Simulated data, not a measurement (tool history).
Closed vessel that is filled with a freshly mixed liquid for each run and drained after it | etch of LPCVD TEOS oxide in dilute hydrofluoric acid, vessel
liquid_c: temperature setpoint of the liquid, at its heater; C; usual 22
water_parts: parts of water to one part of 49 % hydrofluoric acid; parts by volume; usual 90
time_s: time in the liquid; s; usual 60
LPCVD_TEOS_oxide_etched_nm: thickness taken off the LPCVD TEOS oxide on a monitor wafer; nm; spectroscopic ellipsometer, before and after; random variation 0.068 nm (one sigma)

run     day  liquid_c  water_parts  time_s  wafers since the last listed run  hours since the thermometer was replaced  hours since the hydrofluoric acid flow meter was replaced  hours since the gauge calibration  read-back film thickness of the LPCVD TEOS oxide reference wafer, read on the same gauge (nm)  LPCVD_TEOS_oxide_etched_nm
  1       0        22          105      75                                 0                                        57                                                      801.5                              163.4                                                                                          90.01                       10.57
  2   0.925      25.5           90      60                              1858                                      79.2                                                      823.7                              185.6                                                                                             90                       11.51
  3   3.954      25.5           90      60                              6085                                     151.9                                                      896.4                              258.3                                                                                             90                       11.38
  4   4.746      18.5           90      60                              1590                                     170.9                                                      915.4                              277.3                                                                                          90.03                        8.59
  5   5.896        22           90      60                              2310                                     198.5                                                        943                              304.9                                                                                             90                        9.93
  6   6.904        22           90      60                              2025                                     222.7                                                      967.2                              329.1                                                                                          90.04                        9.84
  7   7.562        22           90      60                              1322                                     238.5                                                        983                              344.9                                                                                          89.99                        9.84
  8  10.196        22           90      60                              5290                                     301.7                                                     1046.2                              408.1                                                                                          90.01                        9.74
  9  11.542        22           90      60                              2703                                       334                                                     1078.5                              440.4                                                                                          89.99                        9.68
 10   12.65        22           90      60                              2226                                     360.6                                                     1105.1                                467                                                                                             90                        9.67
 11  13.671        19           90      60                              2050                                     385.1                                                     1129.6                              491.5                                                                                          90.03                        8.46
 12  15.146        19           90      60                              2963                                     420.5                                                       1165                              526.9                                                                                             90                        8.41
 13  18.525        22           90      60                              6788                                     501.6                                                     1246.1                                608                                                                                          89.97                        9.57
 14  19.642        22           90      80                              2243                                     528.4                                                     1272.9                              634.8                                                                                          90.02                       12.76
 15  20.775      23.5           90      60                              2276                                     555.6                                                     1300.1                                662                                                                                          90.02                       10.01
 16  21.508        22           90      70                              1473                                     573.2                                                     1317.7                              679.6                                                                                             90                       10.92
 17  22.429        22           90      60                              1849                                     595.3                                                     1339.8                              701.7                                                                                          89.96                        9.34
 18  23.438      23.5          105      90                              2025                                     619.5                                                       1364                              725.9                                                                                          89.97                       12.75
 19  24.067        22           90      60                              1263                                     634.6                                                     1379.1                                741                                                                                          90.01                        9.27
     24.712  -- gauge calibrated
 20      25        22           90      60                              1875                                       657                                                     1401.5                                6.9                                                                                          89.98                        9.24
 21  26.046      18.5           90      60                              2101                                     682.1                                                     1426.6                                 32                                                                                          90.07                           8
 22  26.679      19.5           90      35                              1272                                     697.3                                                     1441.8                               47.2                                                                                          90.01                        4.87
 23  27.496        18           65      45                              1640                                     716.9                                                     1461.4                               66.8                                                                                          89.99                        8.37
 24   28.05        20           75      75                              1113                                     730.2                                                     1474.7                               80.1                                                                                          90.01                       12.91
       28.5  -- thermometer replaced
     29.175  -- hydrofluoric acid flow meter replaced
 25  29.196        22           90      60                              2134                                      16.7                                                        0.5                              107.6                                                                                          89.99                       10.05
 26  29.988        22           90      60                              1590                                      35.7                                                       19.5                              126.6                                                                                          89.98                        9.94
 27  31.108      26.5           55      80                              2251                                      62.6                                                       46.4                              153.5                                                                                          89.98                        27.4
 28   31.85      18.5           90      60                              1490                                      80.4                                                       64.2                              171.3                                                                                             90                        8.65
 29    33.3        22           90      40                              2913                                     115.2                                                         99                              206.1                                                                                          90.01                        6.57
 30  34.162        24           90      80                              1732                                     135.9                                                      119.7                              226.8                                                                                          89.99                       14.33
 31  35.604        18           50      40                              2896                                     170.5                                                      154.3                              261.4                                                                                          89.97                       10.45
 32    36.8      19.5           75      60                              2402                                     199.2                                                        183                              290.1                                                                                             90                       10.74
 33  37.942        22           90      30                              2293                                     226.6                                                      210.4                              317.5                                                                                          90.01                        4.83

Hidden state or all else? Some run-to-run changes of LPCVD_TEOS_oxide_etched_nm, split into what the settings, what came in and random variation would give without the hidden state, and what is left for the hidden state (with any gauge scatter that isn't in both results):
The hidden state here: liquid colder than its thermometer reads (K); hydrofluoric acid flow below the setpoint (%); gauge reads high (%).
Run 22 -> 23: liquid_c 19.5 -> 18, water_parts 90 -> 65, time_s 35 -> 45. LPCVD_TEOS_oxide_etched_nm +3.5 nm: hidden state -0.38, all else +3.88.
Run 23 -> 24: liquid_c 18 -> 20, water_parts 65 -> 75, time_s 45 -> 75. LPCVD_TEOS_oxide_etched_nm +4.54 nm: hidden state -0.44, all else +4.98.
Run 24 -> 25: liquid_c 20 -> 22, water_parts 75 -> 90, time_s 75 -> 60, thermometer replaced, hydrofluoric acid flow meter replaced. LPCVD_TEOS_oxide_etched_nm -2.86 nm: hidden state +1.16, all else -4.02.
Run 26 -> 27: liquid_c 22 -> 26.5, water_parts 90 -> 55, time_s 60 -> 80. LPCVD_TEOS_oxide_etched_nm +17.46 nm: hidden state -0.34, all else +17.8.
Run 27 -> 28: liquid_c 26.5 -> 18.5, water_parts 55 -> 90, time_s 80 -> 60. LPCVD_TEOS_oxide_etched_nm -18.75 nm: hidden state +0.3, all else -19.05.
Run 29 -> 30: liquid_c 22 -> 24, time_s 40 -> 80. LPCVD_TEOS_oxide_etched_nm +7.76 nm: hidden state -0.22, all else +7.98.

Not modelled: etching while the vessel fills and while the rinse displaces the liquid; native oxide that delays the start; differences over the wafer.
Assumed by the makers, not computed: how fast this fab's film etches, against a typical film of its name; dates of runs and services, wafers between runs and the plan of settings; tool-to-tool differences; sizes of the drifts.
